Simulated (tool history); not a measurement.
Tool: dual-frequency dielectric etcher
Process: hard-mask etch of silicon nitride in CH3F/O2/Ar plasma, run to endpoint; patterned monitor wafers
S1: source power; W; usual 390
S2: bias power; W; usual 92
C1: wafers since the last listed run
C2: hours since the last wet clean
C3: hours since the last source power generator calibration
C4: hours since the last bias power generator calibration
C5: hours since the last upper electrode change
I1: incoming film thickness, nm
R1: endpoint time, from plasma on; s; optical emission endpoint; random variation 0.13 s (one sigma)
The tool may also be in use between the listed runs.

Run 1, day 0.000: usual settings but S1 340 W; C1 0; C2 7.4; C3 1113.7; C4 3439.6; C5 3387.1; I1 36.22. Result: R1 47.5 s.
Run 2, day 0.662: usual settings but S1 340 W; C1 235; C2 23.3; C3 1129.6; C4 3455.5; C5 3403.0; I1 35.77. Result: R1 47.1 s.
Run 3, day 1.600: usual settings; C1 333; C2 45.8; C3 1152.1; C4 3478.0; C5 3425.5; I1 35.59. Result: R1 43.5 s.
Run 4, day 2.458: usual settings; C1 305; C2 66.4; C3 1172.7; C4 3498.6; C5 3446.1; I1 35.96. Result: R1 44.2 s.
Run 5, day 3.379: usual settings; C1 327; C2 88.5; C3 1194.8; C4 3520.7; C5 3468.2; I1 35.53. Result: R1 44.0 s.
Run 6, day 4.467: usual settings; C1 386; C2 114.6; C3 1220.9; C4 3546.8; C5 3494.3; I1 36.06. Result: R1 44.8 s.
Run 7, day 5.379: usual settings; C1 324; C2 136.5; C3 1242.8; C4 3568.7; C5 3516.2; I1 35.81. Result: R1 44.6 s.
Run 8, day 6.471: usual settings; C1 388; C2 162.7; C3 1269.0; C4 3594.9; C5 3542.4; I1 35.80. Result: R1 44.6 s.
At day 7.033: bias power generator calibrated.
Run 9, day 7.692: usual settings; C1 375; C2 192.0; C3 1298.3; C4 15.8; C5 3571.7; I1 35.88. Result: R1 44.5 s.
Run 10, day 8.825: usual settings; C1 403; C2 219.2; C3 1325.5; C4 43.0; C5 3598.9; I1 35.85. Result: R1 44.7 s.
Run 11, day 9.696: usual settings but S2 100 W; C1 309; C2 240.1; C3 1346.4; C4 63.9; C5 3619.8; I1 35.96. Result: R1 42.8 s.
Run 12, day 11.188: usual settings but S2 100 W; C1 530; C2 275.9; C3 1382.2; C4 99.7; C5 3655.6; I1 36.22. Result: R1 43.4 s.
Run 13, day 12.029: usual settings; C1 299; C2 296.1; C3 1402.4; C4 119.9; C5 3675.8; I1 35.59. Result: R1 44.7 s.
Run 14, day 13.225: usual settings; C1 425; C2 324.8; C3 1431.1; C4 148.6; C5 3704.5; I1 35.73. Result: R1 45.0 s.
Run 15, day 14.288: usual settings but S2 104 W; C1 378; C2 350.3; C3 1456.6; C4 174.1; C5 3730.0; I1 35.96. Result: R1 42.4 s.
At day 15.625: wet clean of the chamber.
Run 16, day 15.671: usual settings but S1 300 W, S2 86 W; C1 136; C2 1.1; C3 1489.8; C4 207.3; C5 3763.2; I1 35.92. Result: R1 52.2 s.
Run 17, day 16.804: usual settings but S1 340 W, S2 75 W; C1 403; C2 28.3; C3 1517.0; C4 234.5; C5 3790.4; I1 35.40. Result: R1 52.1 s.
At day 17.038: source power generator calibrated.
Run 18, day 17.712: usual settings; C1 263; C2 50.1; C3 16.2; C4 256.3; C5 3812.2; I1 35.90. Result: R1 43.5 s.
Run 19, day 19.154: usual settings but S1 480 W, S2 114 W; C1 513; C2 84.7; C3 50.8; C4 290.9; C5 3846.8; I1 35.91. Result: R1 35.5 s.
Run 20, day 20.125: usual settings but S1 350 W; C1 345; C2 108.0; C3 74.1; C4 314.2; C5 3870.1; I1 36.14. Result: R1 46.5 s.
At day 21.779: upper electrode replaced.
Run 21, day 21.800: usual settings; C1 240; C2 148.2; C3 114.3; C4 354.4; C5 0.5; I1 35.50. Result: R1 43.1 s.
Run 22, day 21.817: usual settings but S1 330 W, S2 99 W; C1 5; C2 148.6; C3 114.7; C4 354.8; C5 0.9; I1 35.62. Result: R1 45.3 s.
Run 23, day 22.129: usual settings but S1 330 W, S2 85 W; C1 111; C2 156.1; C3 122.2; C4 362.3; C5 8.4; I1 35.43. Result: R1 48.9 s.
Run 24, day 23.008: usual settings; C1 312; C2 177.2; C3 143.3; C4 383.4; C5 29.5; I1 35.75. Result: R1 43.9 s.
Run 25, day 24.388: usual settings but S1 310 W, S2 76 W; C1 490; C2 210.3; C3 176.4; C4 416.5; C5 62.6; I1 35.72. Result: R1 54.0 s.
Run 26, day 25.412: usual settings but S1 420 W; C1 364; C2 234.9; C3 201.0; C4 441.1; C5 87.2; I1 35.61. Result: R1 42.1 s.
Run 27, day 26.371: usual settings but S1 320 W, S2 71 W; C1 341; C2 257.9; C3 224.0; C4 464.1; C5 110.2; I1 35.53. Result: R1 55.2 s.
Run 28, day 26.917: usual settings but S1 440 W, S2 109 W; C1 194; C2 271.0; C3 237.1; C4 477.2; C5 123.3; I1 35.58. Result: R1 37.6 s.
Run 29, day 27.883: usual settings but S1 350 W; C1 343; C2 294.2; C3 260.3; C4 500.4; C5 146.5; I1 35.60. Result: R1 46.0 s.
At day 28.962: wet clean of the chamber.
Run 30, day 29.162: usual settings but S2 113 W; C1 99; C2 4.8; C3 291.0; C4 531.1; C5 177.2; I1 35.60. Result: R1 38.3 s.
Run 31, day 29.950: usual settings but S2 77 W; C1 280; C2 23.7; C3 309.9; C4 550.0; C5 196.1; I1 35.64. Result: R1 47.2 s.
Run 32, day 31.271: usual settings but S1 300 W; C1 470; C2 55.4; C3 341.6; C4 581.7; C5 227.8; I1 35.95. Result: R1 49.5 s.
Run 33, day 31.946: usual settings but S1 330 W; C1 240; C2 71.6; C3 357.8; C4 597.9; C5 244.0; I1 35.67. Result: R1 46.5 s.
Run 34, day 32.658: usual settings but S1 450 W; C1 253; C2 88.7; C3 374.9; C4 615.0; C5 261.1; I1 36.02. Result: R1 40.7 s.

5 ways to go on from here, each from the tool as it stands after run 34. What would each give?
Run A, day 32.675: usual settings; C1 5; C2 89.1; C3 375.3; C4 615.4; C5 261.5; I1 35.83. Result: R1 ?.
Run B, day 32.675: usual settings but S1 470 W, S2 74 W; C1 5; C2 89.1; C3 375.3; C4 615.4; C5 261.5; I1 35.83. Result: R1 ?.
Run C, day 32.675: usual settings but S1 320 W; C1 5; C2 89.1; C3 375.3; C4 615.4; C5 261.5; I1 35.83. Result: R1 ?.
Run D, day 32.675: usual settings but S1 490 W; C1 5; C2 89.1; C3 375.3; C4 615.4; C5 261.5; I1 35.83. Result: R1 ?.
Run E, day 32.675: usual settings but S1 320 W, S2 80 W; C1 5; C2 89.1; C3 375.3; C4 615.4; C5 261.5; I1 35.83. Result: R1 ?.

run    R1
  A  43.4
  B  44.6
  C  47.8
  D  39.0
  E  51.6
Without the tool's hidden state the same runs would have given:
run    R1
  A  43.4
  B  44.6
  C  47.8
  D  39.0
  E  51.6
